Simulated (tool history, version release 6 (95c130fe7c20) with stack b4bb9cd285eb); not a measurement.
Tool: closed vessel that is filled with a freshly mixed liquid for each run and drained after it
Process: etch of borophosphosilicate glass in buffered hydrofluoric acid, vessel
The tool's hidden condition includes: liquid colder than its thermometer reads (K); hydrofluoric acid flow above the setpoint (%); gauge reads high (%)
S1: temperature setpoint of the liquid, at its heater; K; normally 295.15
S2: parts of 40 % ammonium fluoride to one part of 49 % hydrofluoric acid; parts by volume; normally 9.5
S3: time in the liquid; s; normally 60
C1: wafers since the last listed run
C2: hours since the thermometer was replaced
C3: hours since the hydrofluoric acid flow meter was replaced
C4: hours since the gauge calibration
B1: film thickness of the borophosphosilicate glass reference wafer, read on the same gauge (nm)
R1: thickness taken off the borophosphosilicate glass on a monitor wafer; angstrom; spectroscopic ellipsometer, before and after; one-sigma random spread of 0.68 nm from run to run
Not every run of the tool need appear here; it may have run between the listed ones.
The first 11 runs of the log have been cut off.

run	hour	S1	S2	S3	C1	C2	C3	C4	B1	R1
12	241.0	297.65	12.5	75	1170	135.7	948.6	440.6	150.01	1248.8
13	271.0	295.15	9.5	60	2455	165.7	978.6	470.6	150.01	1121.1
14	287.5	290.65	12.5	60	1350	182.2	995.1	487.1	150.00	682.7
# hour 300.1: hydrofluoric acid flow meter replaced
15	312.9	297.15	6.0	60	1996	207.6	12.8	512.5	149.99	1949.8
16	340.8	292.15	8.0	60	2283	235.5	40.7	540.4	150.00	1125.5
17	364.4	295.15	9.5	60	1931	259.1	64.3	564.0	149.98	1117.9
18	378.3	295.15	9.5	60	1137	273.0	78.2	577.9	150.00	1119.8
# hour 378.3: gauge calibrated
19	407.7	291.15	7.5	35	2406	302.4	107.6	29.4	150.01	656.7
20	436.9	293.65	6.5	60	2389	331.6	136.8	58.6	150.00	1509.5
21	468.6	295.15	9.5	60	2594	363.3	168.5	90.3	149.99	1114.4
22	501.0	293.15	6.0	80	2651	395.7	200.9	122.7	150.00	2079.3
23	530.6	298.65	10.5	40	2422	425.3	230.5	152.3	149.98	825.8
24	552.7	297.15	12.5	60	1808	447.4	252.6	174.4	149.99	950.0
25	567.7	292.65	7.5	90	1227	462.4	267.6	189.4	150.01	1829.1
26	586.3	295.15	13.0	60	1522	481.0	286.2	208.0	150.01	821.8
27	620.9	295.15	9.5	60	2831	515.6	320.8	242.6	150.00	1099.2
28	647.0	295.15	9.5	60	2136	541.7	346.9	268.7	150.04	1102.3

Expected results for the next run?
29	664.5	290.65	9.5	45	1432	559.2	364.4	286.2	?	?

Run 29 measured B1 149.99, R1 638.8 angstrom.
With no hidden state in the tool, this same run would have given R1 664.1 angstrom.
